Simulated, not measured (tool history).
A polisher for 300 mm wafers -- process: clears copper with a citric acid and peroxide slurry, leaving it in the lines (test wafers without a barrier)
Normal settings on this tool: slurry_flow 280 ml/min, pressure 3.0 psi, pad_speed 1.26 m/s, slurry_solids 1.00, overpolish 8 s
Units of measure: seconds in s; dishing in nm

run	hour	slurry_flow	pressure	pad_speed	slurry_solids	overpolish	wafers since the last listed run	wafers polished on this pad	hours since the slurry nozzle was cleaned	hours since the head pressure was calibrated	hours since the slurry blender was calibrated	incoming thickness of the incoming film, nm	seconds	dishing
1	0.0	280	3.6	1.26	1.00	8	0	994	363.7	1092.3	21.2	293.9	98.8	19.4
2	8.9	280	3.0	1.26	1.00	8	76	1070	372.6	1101.2	30.1	290.3	117.1	16.7
3	21.7	280	3.0	1.26	1.00	8	109	1180	385.4	1114.0	42.9	290.8	114.9	15.8
4	30.3	280	3.0	1.26	1.00	8	73	1254	394.0	1122.6	51.5	295.9	117.1	15.6
5	41.3	280	3.0	1.26	1.10	8	94	1348	405.0	1133.6	62.5	288.4	116.7	16.0
# hour 63.0: worn pad replaced by a new one
6	77.9	280	3.0	1.26	1.10	8	279	128	441.6	1170.2	99.1	291.2	107.4	17.6
7	87.8	280	3.0	1.48	1.00	8	85	213	451.5	1180.1	109.0	295.1	95.2	19.6
8	94.8	280	3.0	1.48	1.00	8	60	273	458.5	1187.1	116.0	291.1	91.8	19.6
9	108.5	280	3.0	1.48	1.00	8	117	391	472.2	1200.8	129.7	291.0	93.4	19.9
10	125.1	280	3.0	1.56	1.00	6	142	533	488.8	1217.4	146.3	288.0	87.3	15.8
11	141.7	280	3.0	1.56	1.00	6	142	676	505.4	1234.0	162.9	286.6	87.4	15.7
12	158.4	280	3.0	1.26	1.00	8	143	819	522.1	1250.7	179.6	287.2	112.5	16.7
# hour 160.7: slurry blender recalibrated
# hour 165.7: head pressure recalibrated
13	166.2	280	3.0	1.26	0.90	8	32	852	529.9	0.5	5.5	288.2	114.1	16.5
14	178.3	280	3.5	1.68	0.75	4	103	956	542.0	12.6	17.6	288.1	76.5	12.6
15	203.2	255	3.0	1.44	0.90	8	213	1170	566.9	37.5	42.5	291.8	105.5	17.6
16	210.9	200	3.4	1.26	1.00	5	66	1236	574.6	45.2	50.2	290.2	110.4	11.2
17	218.3	280	3.0	1.26	1.00	4	63	1299	582.0	52.6	57.6	290.0	116.5	8.2
# hour 230.2: worn pad replaced by a new one
18	231.0	280	3.0	1.26	1.00	8	74	6	594.7	65.3	70.3	285.1	105.3	16.9
19	243.3	210	3.0	1.26	1.30	8	105	112	607.0	77.6	82.6	289.2	109.0	17.2
20	255.8	280	3.0	0.82	1.10	8	107	219	619.5	90.1	95.1	287.3	164.6	11.7
21	265.5	280	3.0	1.26	1.00	8	83	302	629.2	99.8	104.8	287.3	107.3	16.8
22	277.2	280	3.0	1.58	0.85	8	100	403	640.9	111.5	116.5	290.1	90.2	19.6
23	291.7	280	3.0	1.26	0.75	10	124	527	655.4	126.0	131.0	291.6	117.0	19.6
24	306.9	200	3.7	0.90	1.00	6	130	658	670.6	141.2	146.2	284.4	130.5	11.0
# hour 311.5: slurry nozzle cleaned
25	315.5	255	3.0	1.44	0.90	8	65	723	4.0	149.8	154.8	293.8	102.5	17.9
# hour 323.5: slurry blender recalibrated
26	325.4	280	3.0	1.26	1.00	8	67	791	13.9	159.7	1.9	289.2	116.6	16.1
27	365.9	280	2.3	1.14	1.00	8	347	1139	54.4	200.2	42.4	285.6	162.5	11.1
28	385.9	280	3.0	1.26	1.00	8	171	1311	74.4	220.2	62.4	291.7	124.6	15.0
29	400.1	280	3.0	1.26	1.00	8	121	1433	88.6	234.4	76.6	289.0	122.8	15.4
30	413.5	280	2.6	1.04	1.00	6	115	1548	102.0	247.8	90.0	287.1	173.6	8.5

Hidden state, per run?
slurry flow missing at the pad, %: 0 on each run
deviation of the head's pressure from its setpoint, %: 0 on each run
abrasive missing from the slurry, %: 0 on each run
H1: removal rate lost through wear of the pad, %
run	H1
1	6.09
2	6.96
3	8.32
4	9.31
5	10.7
6	0.479
7	0.636
8	0.795
9	1.22
10	1.93
11	2.87
12	4.03
13	4.65
14	5.71
15	8.26
16	9.14
17	10
18	1.78
19	1.84
20	2.04
21	2.27
22	2.66
23	3.29
24	4.13
25	4.68
26	5.4
27	9.14
28	11.5
29	13.3
30	15.2
